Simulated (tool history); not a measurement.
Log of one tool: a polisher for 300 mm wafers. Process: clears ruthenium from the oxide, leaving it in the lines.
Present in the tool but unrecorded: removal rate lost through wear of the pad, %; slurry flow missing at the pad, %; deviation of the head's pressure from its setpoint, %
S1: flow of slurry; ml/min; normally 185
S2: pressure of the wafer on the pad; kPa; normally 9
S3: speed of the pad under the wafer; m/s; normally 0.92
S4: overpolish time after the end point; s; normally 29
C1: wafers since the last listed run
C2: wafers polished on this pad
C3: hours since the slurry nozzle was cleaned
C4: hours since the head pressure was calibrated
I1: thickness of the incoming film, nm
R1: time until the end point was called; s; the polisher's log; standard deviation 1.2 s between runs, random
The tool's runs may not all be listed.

| run | day | S1 | S2 | S3 | S4 | C1 | C2 | C3 | C4 | I1 | R1 |
|---|---|---|---|---|---|---|---|---|---|---|---|
| 1 | 0 | 185 | 8.3 | 0.72 | 29 | 0 | 410 | 505.1 | 355.5 | 90.4 | 154.4 |
| 2 | 0.658 | 185 | 9 | 0.92 | 37 | 144 | 555 | 520.9 | 371.3 | 90.3 | 113 |
| 3 | 0.917 | 185 | 9 | 0.92 | 37 | 56 | 612 | 527.1 | 377.5 | 90.2 | 114.9 |
| 4 | 1.412 | 165 | 9 | 1.1 | 29 | 109 | 721 | 539 | 389.4 | 88.8 | 94 |
| 5 | 1.883 | 165 | 9 | 1.1 | 29 | 103 | 825 | 550.3 | 400.7 | 89.4 | 94.5 |
| 6 | 2.254 | 185 | 9 | 0.92 | 29 | 81 | 906 | 559.2 | 409.6 | 89.2 | 112.6 |
|  | 2.654 | worn pad replaced by a new one |
| 7 | 2.675 | 185 | 9 | 0.92 | 29 | 55 | 4 | 569.3 | 419.7 | 90.5 | 114.5 |
| 8 | 4.183 | 185 | 9 | 0.92 | 29 | 331 | 336 | 605.5 | 455.9 | 89.9 | 110.9 |
| 9 | 4.554 | 185 | 6.9 | 0.92 | 29 | 81 | 418 | 614.4 | 464.8 | 89.3 | 145.2 |
| 10 | 5.021 | 185 | 6.9 | 0.92 | 29 | 102 | 520 | 625.6 | 476 | 90.7 | 148 |
|  | 5.383 | slurry nozzle cleaned |
| 11 | 5.438 | 185 | 6.9 | 0.92 | 29 | 82 | 603 | 1.3 | 486 | 89.2 | 143.6 |
| 12 | 5.9 | 185 | 7.6 | 0.92 | 23 | 101 | 705 | 12.4 | 497.1 | 89.3 | 132.5 |
| 13 | 6.529 | 185 | 9 | 0.92 | 29 | 138 | 843 | 27.5 | 512.2 | 89.5 | 110.1 |
| 14 | 6.896 | 120 | 9 | 1.02 | 29 | 80 | 924 | 36.3 | 521 | 90 | 105.8 |
|  | 7.396 | worn pad replaced by a new one |
| 15 | 7.571 | 185 | 5.5 | 1.12 | 29 | 111 | 38 | 52.5 | 537.2 | 89.9 | 148.5 |
| 16 | 8.171 | 185 | 9 | 0.92 | 29 | 132 | 170 | 66.9 | 551.6 | 90.4 | 112.3 |
| 17 | 8.688 | 185 | 9 | 0.64 | 41 | 113 | 284 | 79.3 | 564 | 89.4 | 155.9 |
| 18 | 9.021 | 230 | 9 | 0.92 | 20 | 73 | 357 | 87.3 | 572 | 89.2 | 107.6 |
|  | 9.167 | head pressure recalibrated |
| 19 | 9.529 | 185 | 9 | 1.04 | 29 | 93 | 450 | 99.5 | 8.7 | 89.9 | 110.5 |
| 20 | 9.892 | 185 | 9 | 1 | 29 | 79 | 530 | 108.2 | 17.4 | 90.9 | 116.4 |
| 21 | 10.183 | 185 | 9 | 0.92 | 29 | 64 | 594 | 115.2 | 24.4 | 89.1 | 124.4 |
| 22 | 10.554 | 235 | 7.6 | 1 | 45 | 81 | 676 | 124.1 | 33.3 | 91.6 | 135.2 |
| 23 | 11.25 | 185 | 9 | 0.92 | 29 | 153 | 829 | 140.8 | 50 | 89.6 | 122.4 |
| 24 | 11.7 | 120 | 9 | 0.92 | 29 | 99 | 928 | 151.6 | 60.8 | 90.3 | 127.3 |
|  | 12.317 | worn pad replaced by a new one |
| 25 | 12.4 | 185 | 8.3 | 0.92 | 29 | 117 | 17 | 168.4 | 77.6 | 90.6 | 132 |

Hidden state at the last listed run before each entry between runs and at the first one after, where it differs:
In the gap between runs 6 and 7: worn pad replaced by a new one (day 2.654)
  no difference in the tool's unlogged condition between these two runs
  measured minus no-state result, R1: -13.2 -> -13.4 s
In the gap between runs 10 and 11: slurry nozzle cleaned (day 5.383)
  deviation of the head's pressure from its setpoint, %: 12.1 -> 12.2
  measured minus no-state result, R1: -17.9 -> -17.5 s
In the gap between runs 14 and 15: worn pad replaced by a new one (day 7.396)
  deviation of the head's pressure from its setpoint, %: 12.3 -> 12.4
  measured minus no-state result, R1: -13.1 -> -18.4 s
In the gap between runs 18 and 19: head pressure recalibrated (day 9.167)
  deviation of the head's pressure from its setpoint, %: 12.5 -> 0.0364
  measured minus no-state result, R1: -13.5 -> +0 s
In the gap between runs 24 and 25: worn pad replaced by a new one (day 12.317)
  deviation of the head's pressure from its setpoint, %: 2.88 -> 3.65
  measured minus no-state result, R1: -3.7 -> -4.8 s
